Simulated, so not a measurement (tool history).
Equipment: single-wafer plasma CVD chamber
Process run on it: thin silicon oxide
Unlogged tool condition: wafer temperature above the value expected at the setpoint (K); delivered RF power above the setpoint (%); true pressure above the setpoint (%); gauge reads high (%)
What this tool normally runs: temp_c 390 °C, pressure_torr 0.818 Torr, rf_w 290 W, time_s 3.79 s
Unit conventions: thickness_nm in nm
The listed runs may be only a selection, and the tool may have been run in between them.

run    hour  temp_c  pressure_torr  rf_w  time_s  wafers since the last listed run  hours since the last thermocouple change  hours since the last RF generator calibration  hours since the last manometer calibration  hours since the showerhead was replaced  hours since the gauge calibration  read-back reference wafer on the same gauge, thickness_nm  thickness_nm
  1     0.0     390          0.761   290    3.79                                 0                                    2183.2                                          265.5                                      1070.8                                   3399.6                              240.5                                                      7.121         6.256
  2    58.9     390          0.761   290    3.79                              1213                                    2242.1                                          324.4                                      1129.7                                   3458.5                              299.4                                                      7.102         6.236
      119.2  -- capacitance manometer re-zeroed and calibrated
  3   119.7     390          0.818   330    3.79                              1087                                    2302.9                                          385.2                                         0.5                                   3519.3                              360.2                                                      7.109         7.013
  4   203.6     390          0.818   330    3.79                              1727                                    2386.8                                          469.1                                        84.4                                   3603.2                              444.1                                                      7.113         6.978
  5   285.1     390          0.818   290    3.79                              1678                                    2468.3                                          550.6                                       165.9                                   3684.7                              525.6                                                      7.106         6.591
  6   346.5     390          0.818   290    3.79                              1264                                    2529.7                                          612.0                                       227.3                                   3746.1                              587.0                                                      7.112         6.552
      505.9  -- thermocouple changed; heater temperature recalibrated
  7   568.1     390          0.818   290    3.79                              4398                                      62.2                                          833.6                                       448.9                                   3967.7                              808.6                                                      7.096         6.549
      602.4  -- RF generator calibrated
  8   713.2     390          0.818   290    3.51                              2823                                     207.3                                          110.8                                       594.0                                   4112.8                              953.7                                                      7.109         6.175
  9   803.4     390          0.818   325    4.10                              1857                                     297.5                                          201.0                                       684.2                                   4203.0                             1043.9                                                      7.106         7.561
 10   890.6     400          0.818   290    3.79                              1795                                     384.7                                          288.2                                       771.4                                   4290.2                             1131.1                                                      7.116         6.603
 11   952.7     390          0.818   290    3.17                              1278                                     446.8                                          350.3                                       833.5                                   4352.3                             1193.2                                                      7.111         5.536
 12  1017.9     390          0.818   290    3.79                              1342                                     512.0                                          415.5                                       898.7                                   4417.5                             1258.4                                                      7.105         6.616
 13  1071.8     390          0.818   290    3.79                              1110                                     565.9                                          469.4                                       952.6                                   4471.4                             1312.3                                                      7.107         6.591
 14  1147.8     394          0.749   240    4.22                              1565                                     641.9                                          545.4                                      1028.6                                   4547.4                             1388.3                                                      7.109         6.146
 15  1185.3     390          0.818   290    3.79                               772                                     679.4                                          582.9                                      1066.1                                   4584.9                             1425.8                                                      7.106         6.559
     1223.8  -- showerhead replaced
 16  1239.7     390          0.818   290    3.79                               955                                     733.8                                          637.3                                      1120.5                                     15.9                             1480.2                                                      7.112         6.544
 17  1326.9     390          0.660   290    4.05                              1795                                     821.0                                          724.5                                      1207.7                                    103.1                             1567.4                                                      7.096         5.844
     1435.1  -- RF generator calibrated
 18  1435.6     381          0.818   255    3.79                              2073                                     929.7                                            0.5                                      1316.4                                    211.8                             1676.1                                                      7.107         6.317
 19  1474.3     395          0.687   335    4.52                               797                                     968.4                                           39.2                                      1355.1                                    250.5                             1714.8                                                      7.098         7.344
     1520.3  -- capacitance manometer re-zeroed and calibrated
 20  1629.9     390          0.818   320    3.79                              3039                                    1124.0                                          194.8                                       109.6                                    406.1                             1870.4                                                      7.106         6.959
 21  1718.5     390          0.818   290    3.79                              1824                                    1212.6                                          283.4                                       198.2                                    494.7                             1959.0                                                      7.116         6.594
 22  1777.5     376          1.009   260    4.20                              1215                                    1271.6                                          342.4                                       257.2                                    553.7                             2018.0                                                      7.111         8.112
 23  1838.9     390          0.818   265    3.79                              1264                                    1333.0                                          403.8                                       318.6                                    615.1                             2079.4                                                      7.109         6.295
 24  1892.9     390          0.818   290    3.79                              1112                                    1387.0                                          457.8                                       372.6                                    669.1                             2133.4                                                      7.099         6.583
 25  1999.3     390          0.818   290    3.49                              2191                                    1493.4                                          564.2                                       479.0                                    775.5                             2239.8                                                      7.109         6.041
 26  2044.8     402          0.744   240    3.44                               937                                    1538.9                                          609.7                                       524.5                                    821.0                             2285.3                                                      7.113         4.947
 27  2185.9     403          0.818   290    3.79                              2905                                    1680.0                                          750.8                                       665.6                                    962.1                             2426.4                                                      7.119         6.556
 28  2283.3     377          0.818   290    3.79                              2005                                    1777.4                                          848.2                                       763.0                                   1059.5                             2523.8                                                      7.105         6.601
 29  2329.1     376          0.759   335    3.19                               943                                    1823.2                                          894.0                                       808.8                                   1105.3                             2569.6                                                      7.105         5.593

3 options for the next run, each taken on its own from the tool as it stands now. Forecast them:
  A  2329.5     402          0.818   290    3.79                                 8                                    1823.6                                          894.4                                       809.2                                   1105.7                             2570.0                                                          ?             ?
  B  2329.5     390          1.018   290    3.79                                 8                                    1823.6                                          894.4                                       809.2                                   1105.7                             2570.0                                                          ?             ?
  C  2329.5     386          0.762   290    3.41                                 8                                    1823.6                                          894.4                                       809.2                                   1105.7                             2570.0                                                          ?             ?

run  read-back reference wafer on the same gauge, thickness_nm  thickness_nm
  A                                                      7.114         6.535
  B                                                      7.114         7.721
  C                                                      7.114         5.602
Take away the tool's hidden state, keep each run's random variation, and the runs would have read:
run  thickness_nm
  A         6.690
  B         7.904
  C         5.735
